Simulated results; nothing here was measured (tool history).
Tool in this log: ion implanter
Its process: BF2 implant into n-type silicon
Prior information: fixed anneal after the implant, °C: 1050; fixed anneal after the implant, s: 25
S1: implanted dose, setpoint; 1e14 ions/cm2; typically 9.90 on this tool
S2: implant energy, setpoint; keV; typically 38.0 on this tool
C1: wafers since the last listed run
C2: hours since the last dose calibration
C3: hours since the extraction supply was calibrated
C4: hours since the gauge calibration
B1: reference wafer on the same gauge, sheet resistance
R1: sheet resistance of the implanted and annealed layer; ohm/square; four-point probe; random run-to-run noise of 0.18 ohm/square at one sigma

Run 1, hour 0.0: usual settings; C1 0; C2 1015.7; C3 3810.4; C4 1993.0; B1 106.98. Result: R1 124.36 ohm/square.
Run 2, hour 98.1: usual settings; C1 1652; C2 1113.8; C3 3908.5; C4 2091.1; B1 106.96. Result: R1 124.36 ohm/square.
Run 3, hour 202.7: usual settings; C1 1761; C2 1218.4; C3 4013.1; C4 2195.7; B1 107.05. Result: R1 124.12 ohm/square.
Run 4, hour 307.7: usual settings but S2 35.0 keV; C1 1768; C2 1323.4; C3 4118.1; C4 2300.7; B1 106.99. Result: R1 125.86 ohm/square.
Run 5, hour 367.5: usual settings but S2 35.0 keV; C1 1007; C2 1383.2; C3 4177.9; C4 2360.5; B1 107.01. Result: R1 125.72 ohm/square.
Run 6, hour 413.5: usual settings; C1 774; C2 1429.2; C3 4223.9; C4 2406.5; B1 106.98. Result: R1 124.38 ohm/square.
Run 7, hour 482.2: usual settings; C1 1156; C2 1497.9; C3 4292.6; C4 2475.2; B1 106.98. Result: R1 123.97 ohm/square.
At hour 493.6: Faraday cup replaced and dose calibrated.
Run 8, hour 560.7: usual settings; C1 1187; C2 67.1; C3 4371.1; C4 2553.7; B1 106.96. Result: R1 123.47 ohm/square.
Run 9, hour 644.8: usual settings; C1 1416; C2 151.2; C3 4455.2; C4 2637.8; B1 107.00. Result: R1 123.31 ohm/square.
Run 10, hour 682.8: usual settings but S2 32.0 keV; C1 639; C2 189.2; C3 4493.2; C4 2675.8; B1 106.95. Result: R1 127.27 ohm/square.
Run 11, hour 774.8: usual settings; C1 1549; C2 281.2; C3 4585.2; C4 2767.8; B1 106.98. Result: R1 123.66 ohm/square.
Run 12, hour 857.8: usual settings; C1 1397; C2 364.2; C3 4668.2; C4 2850.8; B1 107.00. Result: R1 123.94 ohm/square.
Run 13, hour 916.4: usual settings; C1 986; C2 422.8; C3 4726.8; C4 2909.4; B1 107.00. Result: R1 123.81 ohm/square.
Run 14, hour 998.0: usual settings; C1 1374; C2 504.4; C3 4808.4; C4 2991.0; B1 106.99. Result: R1 124.05 ohm/square.
At hour 1103.3: gauge calibrated.
At hour 1243.2: extraction supply calibrated.
Run 15, hour 1281.7: usual settings; C1 4643; C2 788.1; C3 38.5; C4 178.4; B1 107.04. Result: R1 124.09 ohm/square.
Run 16, hour 1381.2: usual settings but S1 11.95 1e14 ions/cm2, S2 49.5 keV; C1 1675; C2 887.6; C3 138.0; C4 277.9; B1 107.05. Result: R1 103.53 ohm/square.
Run 17, hour 1444.9: usual settings; C1 1072; C2 951.3; C3 201.7; C4 341.6; B1 107.02. Result: R1 124.08 ohm/square.
Run 18, hour 1500.6: usual settings but S1 12.40 1e14 ions/cm2; C1 938; C2 1007.0; C3 257.4; C4 397.3; B1 106.98. Result: R1 105.48 ohm/square.
Run 19, hour 1791.2: usual settings but S1 11.76 1e14 ions/cm2, S2 31.5 keV; C1 4893; C2 1297.6; C3 548.0; C4 687.9; B1 107.03. Result: R1 113.45 ohm/square.
Run 20, hour 1835.2: usual settings but S1 7.05 1e14 ions/cm2, S2 51.0 keV; C1 741; C2 1341.6; C3 592.0; C4 731.9; B1 106.98. Result: R1 162.90 ohm/square.
Run 21, hour 1940.9: usual settings; C1 1780; C2 1447.3; C3 697.7; C4 837.6; B1 106.99. Result: R1 124.06 ohm/square.
Run 22, hour 2021.1: usual settings; C1 1350; C2 1527.5; C3 777.9; C4 917.8; B1 106.97. Result: R1 124.22 ohm/square.
At hour 2047.7: Faraday cup replaced and dose calibrated.
Run 23, hour 2127.1: usual settings; C1 1650; C2 79.4; C3 883.9; C4 1023.8; B1 106.95. Result: R1 122.97 ohm/square.
Run 24, hour 2218.2: usual settings; C1 1534; C2 170.5; C3 975.0; C4 1114.9; B1 107.01. Result: R1 123.25 ohm/square.
Run 25, hour 2267.8: usual settings but S1 11.42 1e14 ions/cm2, S2 30.5 keV; C1 835; C2 220.1; C3 1024.6; C4 1164.5; B1 106.98. Result: R1 115.99 ohm/square.
Run 26, hour 2322.6: usual settings but S2 29.0 keV; C1 922; C2 274.9; C3 1079.4; C4 1219.3; B1 107.03. Result: R1 129.49 ohm/square.
Run 27, hour 2419.0: usual settings; C1 1623; C2 371.3; C3 1175.8; C4 1315.7; B1 107.02. Result: R1 123.77 ohm/square.
Run 28, hour 2494.2: usual settings but S1 12.55 1e14 ions/cm2, S2 31.5 keV; C1 1266; C2 446.5; C3 1251.0; C4 1390.9; B1 107.01. Result: R1 109.02 ohm/square.
Run 29, hour 2547.1: usual settings but S1 9.15 1e14 ions/cm2; C1 890; C2 499.4; C3 1303.9; C4 1443.8; B1 106.99. Result: R1 132.13 ohm/square.
Run 30, hour 2586.2: usual settings; C1 658; C2 538.5; C3 1343.0; C4 1482.9; B1 107.00. Result: R1 123.68 ohm/square.
Run 31, hour 2625.8: usual settings but S1 8.93 1e14 ions/cm2, S2 26.5 keV; C1 666; C2 578.1; C3 1382.6; C4 1522.5; B1 106.96. Result: R1 142.47 ohm/square.
Run 32, hour 2689.1: usual settings but S1 11.12 1e14 ions/cm2; C1 1066; C2 641.4; C3 1445.9; C4 1585.8; B1 106.99. Result: R1 113.21 ohm/square.
Run 33, hour 2790.0: usual settings but S1 11.24 1e14 ions/cm2, S2 29.0 keV; C1 1699; C2 742.3; C3 1546.8; C4 1686.7; B1 107.00. Result: R1 119.03 ohm/square.
Run 34, hour 2872.2: usual settings but S1 8.89 1e14 ions/cm2, S2 29.5 keV; C1 1384; C2 824.5; C3 1629.0; C4 1768.9; B1 107.01. Result: R1 140.78 ohm/square.
Run 35, hour 2954.3: usual settings; C1 1382; C2 906.6; C3 1711.1; C4 1851.0; B1 107.02. Result: R1 124.47 ohm/square.
Run 36, hour 2990.7: usual settings but S1 12.70 1e14 ions/cm2, S2 42.5 keV; C1 613; C2 943.0; C3 1747.5; C4 1887.4; B1 106.99. Result: R1 101.15 ohm/square.

Take each entry between the runs: how does the hidden state at the last listed run before it differ from the hidden state at the first listed run after it?
In the gap between runs 7 and 8: Faraday cup replaced and dose calibrated (hour 493.6)
  deviation of the true dose from the Faraday cup's reading, %: -1.18 -> -0.182
  what was measured, less what the result would be without the hidden state, R1: +1.18 -> +0.18 ohm/square
In the gap between runs 14 and 15: gauge calibrated (hour 1103.3); extraction supply calibrated (hour 1243.2)
  deviation of the true dose from the Faraday cup's reading, %: -0.783 -> -0.973
  what was measured, less what the result would be without the hidden state, R1: +0.78 -> +0.97 ohm/square
In the gap between runs 22 and 23: Faraday cup replaced and dose calibrated (hour 2047.7)
  deviation of the true dose from the Faraday cup's reading, %: -1.17 -> -0.0947
  what was measured, less what the result would be without the hidden state, R1: +1.17 -> +0.10 ohm/square

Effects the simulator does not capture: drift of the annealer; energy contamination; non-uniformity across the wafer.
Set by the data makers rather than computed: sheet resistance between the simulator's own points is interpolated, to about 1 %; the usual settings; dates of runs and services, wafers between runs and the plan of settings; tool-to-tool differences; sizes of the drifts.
